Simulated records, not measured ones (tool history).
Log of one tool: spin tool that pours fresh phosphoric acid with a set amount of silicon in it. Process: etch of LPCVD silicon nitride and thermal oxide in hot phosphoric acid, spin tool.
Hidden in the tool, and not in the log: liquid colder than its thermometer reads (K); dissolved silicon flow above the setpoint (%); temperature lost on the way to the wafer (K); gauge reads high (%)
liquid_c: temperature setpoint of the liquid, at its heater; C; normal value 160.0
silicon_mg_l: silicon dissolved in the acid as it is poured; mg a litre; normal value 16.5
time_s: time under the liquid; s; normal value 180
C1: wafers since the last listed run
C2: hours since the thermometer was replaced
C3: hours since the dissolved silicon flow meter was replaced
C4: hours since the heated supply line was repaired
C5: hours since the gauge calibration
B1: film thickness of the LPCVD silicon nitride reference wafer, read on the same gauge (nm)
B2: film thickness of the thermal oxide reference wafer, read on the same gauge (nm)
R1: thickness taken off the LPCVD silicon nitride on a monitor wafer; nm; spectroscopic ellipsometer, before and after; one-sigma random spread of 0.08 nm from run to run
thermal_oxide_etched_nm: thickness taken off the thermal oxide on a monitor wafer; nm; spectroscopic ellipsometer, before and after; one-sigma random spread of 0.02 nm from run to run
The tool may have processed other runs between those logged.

run 1 day=0.000 | liquid_c=160.0 silicon_mg_l=16.5 time_s=240 | C1=0 C2=1411.9 C3=1372.3 C4=481.8 C5=124.8 | B1=150.04 B2=79.986 | R1=21.77 thermal_oxide_etched_nm=0.365
run 2 day=0.821 | liquid_c=160.0 silicon_mg_l=16.5 time_s=240 | C1=149 C2=1431.6 C3=1392.0 C4=501.5 C5=144.5 | B1=149.97 B2=79.991 | R1=21.60 thermal_oxide_etched_nm=0.329
run 3 day=1.450 | liquid_c=160.0 silicon_mg_l=16.5 time_s=240 | C1=114 C2=1446.7 C3=1407.1 C4=516.6 C5=159.6 | B1=149.98 B2=80.049 | R1=21.61 thermal_oxide_etched_nm=0.306
run 4 day=2.012 | liquid_c=160.0 silicon_mg_l=16.5 time_s=130 | C1=102 C2=1460.2 C3=1420.6 C4=530.1 C5=173.1 | B1=149.98 B2=79.971 | R1=11.63 thermal_oxide_etched_nm=0.173
run 5 day=3.300 | liquid_c=160.0 silicon_mg_l=16.5 time_s=130 | C1=234 C2=1491.1 C3=1451.5 C4=561.0 C5=204.0 | B1=150.04 B2=80.026 | R1=11.62 thermal_oxide_etched_nm=0.168
run 6 day=4.562 | liquid_c=160.0 silicon_mg_l=16.5 time_s=180 | C1=230 C2=1521.4 C3=1481.8 C4=591.3 C5=234.3 | B1=150.00 B2=79.982 | R1=16.02 thermal_oxide_etched_nm=0.222
run 7 day=5.471 | liquid_c=160.0 silicon_mg_l=16.5 time_s=180 | C1=165 C2=1543.2 C3=1503.6 C4=613.1 C5=256.1 | B1=149.97 B2=79.998 | R1=15.90 thermal_oxide_etched_nm=0.230
run 8 day=6.404 | liquid_c=160.0 silicon_mg_l=16.5 time_s=180 | C1=170 C2=1565.6 C3=1526.0 C4=635.5 C5=278.5 | B1=150.02 B2=80.032 | R1=15.91 thermal_oxide_etched_nm=0.230
run 9 day=7.471 | liquid_c=160.0 silicon_mg_l=16.5 time_s=180 | C1=194 C2=1591.2 C3=1551.6 C4=661.1 C5=304.1 | B1=149.99 B2=79.997 | R1=15.78 thermal_oxide_etched_nm=0.235
run 10 day=8.142 | liquid_c=160.0 silicon_mg_l=16.5 time_s=180 | C1=122 C2=1607.3 C3=1567.7 C4=677.2 C5=320.2 | B1=150.03 B2=80.000 | R1=15.79 thermal_oxide_etched_nm=0.238
-- day=8.308 gauge calibrated
-- day=8.579 dissolved silicon flow meter replaced
run 11 day=8.954 | liquid_c=160.0 silicon_mg_l=16.5 time_s=180 | C1=140 C2=1626.8 C3=9.0 C4=696.7 C5=15.5 | B1=150.04 B2=80.029 | R1=15.79 thermal_oxide_etched_nm=0.244
run 12 day=9.962 | liquid_c=157.5 silicon_mg_l=16.5 time_s=180 | C1=183 C2=1651.0 C3=33.2 C4=720.9 C5=39.7 | B1=149.98 B2=79.974 | R1=13.94 thermal_oxide_etched_nm=0.206
run 13 day=11.138 | liquid_c=160.0 silicon_mg_l=16.5 time_s=180 | C1=214 C2=1679.2 C3=61.4 C4=749.1 C5=67.9 | B1=150.00 B2=80.000 | R1=15.72 thermal_oxide_etched_nm=0.210
-- day=11.208 heated supply line repaired
run 14 day=12.600 | liquid_c=162.0 silicon_mg_l=8.5 time_s=80 | C1=259 C2=1714.3 C3=96.5 C4=33.4 C5=103.0 | B1=149.98 B2=80.025 | R1=7.94 thermal_oxide_etched_nm=0.155
run 15 day=13.492 | liquid_c=162.5 silicon_mg_l=16.5 time_s=180 | C1=162 C2=1735.7 C3=117.9 C4=54.8 C5=124.4 | B1=149.98 B2=80.020 | R1=18.36 thermal_oxide_etched_nm=0.324
run 16 day=14.029 | liquid_c=160.0 silicon_mg_l=16.5 time_s=180 | C1=97 C2=1748.6 C3=130.8 C4=67.7 C5=137.3 | B1=150.00 B2=80.020 | R1=16.71 thermal_oxide_etched_nm=0.257
run 17 day=14.888 | liquid_c=162.0 silicon_mg_l=8.5 time_s=80 | C1=156 C2=1769.2 C3=151.4 C4=88.3 C5=157.9 | B1=150.01 B2=80.015 | R1=7.86 thermal_oxide_etched_nm=0.159
-- day=16.621 thermometer replaced
run 18 day=18.154 | liquid_c=160.0 silicon_mg_l=16.5 time_s=80 | C1=587 C2=36.8 C3=229.8 C4=166.7 C5=236.3 | B1=149.99 B2=80.019 | R1=7.84 thermal_oxide_etched_nm=0.129
run 19 day=19.383 | liquid_c=160.0 silicon_mg_l=29.0 time_s=140 | C1=224 C2=66.3 C3=259.3 C4=196.2 C5=265.8 | B1=149.96 B2=79.976 | R1=13.68 thermal_oxide_etched_nm=0.136
run 20 day=20.846 | liquid_c=158.5 silicon_mg_l=16.5 time_s=120 | C1=266 C2=101.4 C3=294.4 C4=231.3 C5=300.9 | B1=150.01 B2=79.982 | R1=11.11 thermal_oxide_etched_nm=0.182
run 21 day=22.046 | liquid_c=160.0 silicon_mg_l=5.5 time_s=95 | C1=218 C2=130.2 C3=323.2 C4=260.1 C5=329.7 | B1=149.93 B2=80.005 | R1=9.23 thermal_oxide_etched_nm=0.185

Entry by entry between the runs, the difference in hidden state between the last listed run before and the first listed run after:
Runs 10 to 11: gauge calibrated (day 8.308); dissolved silicon flow meter replaced (day 8.579)
  liquid colder than its thermometer reads (K): 2.07 -> 2.09; temperature lost on the way to the wafer (K): 2.08 -> 2.13
  measured result minus the result with no hidden state, R1: -2.38 -> -2.43 nm; thermal_oxide_etched_nm: -0.087 -> -0.091 nm
Runs 13 to 14: heated supply line repaired (day 11.208)
  liquid colder than its thermometer reads (K): 2.15 -> 2.2; temperature lost on the way to the wafer (K): 2.28 -> 0.262
  measured result minus the result with no hidden state, R1: -2.55 -> -0.68 nm; thermal_oxide_etched_nm: -0.082 -> -0.031 nm
Runs 17 to 18: thermometer replaced (day 16.621)
  liquid colder than its thermometer reads (K): 2.26 -> 0.181; temperature lost on the way to the wafer (K): 0.416 -> 0.636
  measured result minus the result with no hidden state, R1: -0.74 -> -0.22 nm; thermal_oxide_etched_nm: -0.035 -> -0.008 nm
